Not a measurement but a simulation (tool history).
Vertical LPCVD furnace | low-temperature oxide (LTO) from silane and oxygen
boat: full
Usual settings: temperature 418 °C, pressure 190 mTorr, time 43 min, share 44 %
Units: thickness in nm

run,hour,temperature,pressure,time,share,"read-back reference wafer on the same gauge, thickness",thickness
1,0,415,190,43,44,469.38,432.52
2,90.2,415,190,43,44,469.38,431.34
3,157,414,220,43,44,469.12,493.79
4,263.3,418,190,43,44,469.25,441.92
5,353.6,418,190,43,44,468.64,441.41
6,402,418,190,50,44,468.95,513.53
7,447.9,418,190,50,44,469.28,515.12
8,542.6,418,190,32.5,41,469.08,309.58
9,650.3,418,190,32.5,41,469.55,307.18
10,747.1,418,220,43,44,468.27,502.83
11,845.3,418,190,43,44,469.22,437.2
12,941,418,190,43,44,468.54,435.65
13,1035.5,418,190,43,44,468.81,437.85
14,1087.9,427,175,53.5,44,468.94,549.64
15,1180.4,418,190,43,44,469.74,450.62
16,1255.9,423,145,57,40,470.44,433.79
17,1298.5,415,220,43,40,468.33,454.79
18,1380.1,418,190,43,44,468.28,452.05
19,1480.1,418,190,43,44,469.7,451.26
20,1548.1,426,225,36.5,44,468.39,486.27
21,1681.6,418,190,43,49,469.08,493.23
22,1703.9,418,190,43,44,469.68,447.53
23,1783.6,423,205,50,40,469.43,537.48
24,1890.2,418,230,43,44,469.6,543.13
25,1985.6,428,225,51.5,39,468.63,617.88
26,2064.4,424,220,56,38,468.8,611.55
27,2154.8,418,190,43,44,468.49,448.86

Taken out of this log: 4 entries between the listed runs. Where each belongs, and how the hidden state differs across it:
Between runs 10 and 11: thermocouples replaced and temperature profile calibrated (hour 811.7)
  deviation of the silane flow from its setpoint, %: -4.37 -> -4.77
  measured less the result without the state, thickness: -13.03 -> -12.46 nm
Between runs 12 and 13: gauge calibrated (hour 954.3)
  deviation of the silane flow from its setpoint, %: -5.19 -> -5.62
  measured less the result without the state, thickness: -13.58 -> -14.88 nm
Between runs 14 and 15: silane flow controller replaced (hour 1179.9)
  deviation of the silane flow from its setpoint, %: -5.87 -> 0.266
  measured less the result without the state, thickness: -18.97 -> +0.67 nm
Between runs 20 and 21: pressure gauge zeroed (hour 1681.1)
  deviation of the silane flow from its setpoint, %: 0.111 -> -0.0227
  measured less the result without the state, thickness: +0.29 -> -0.05 nm
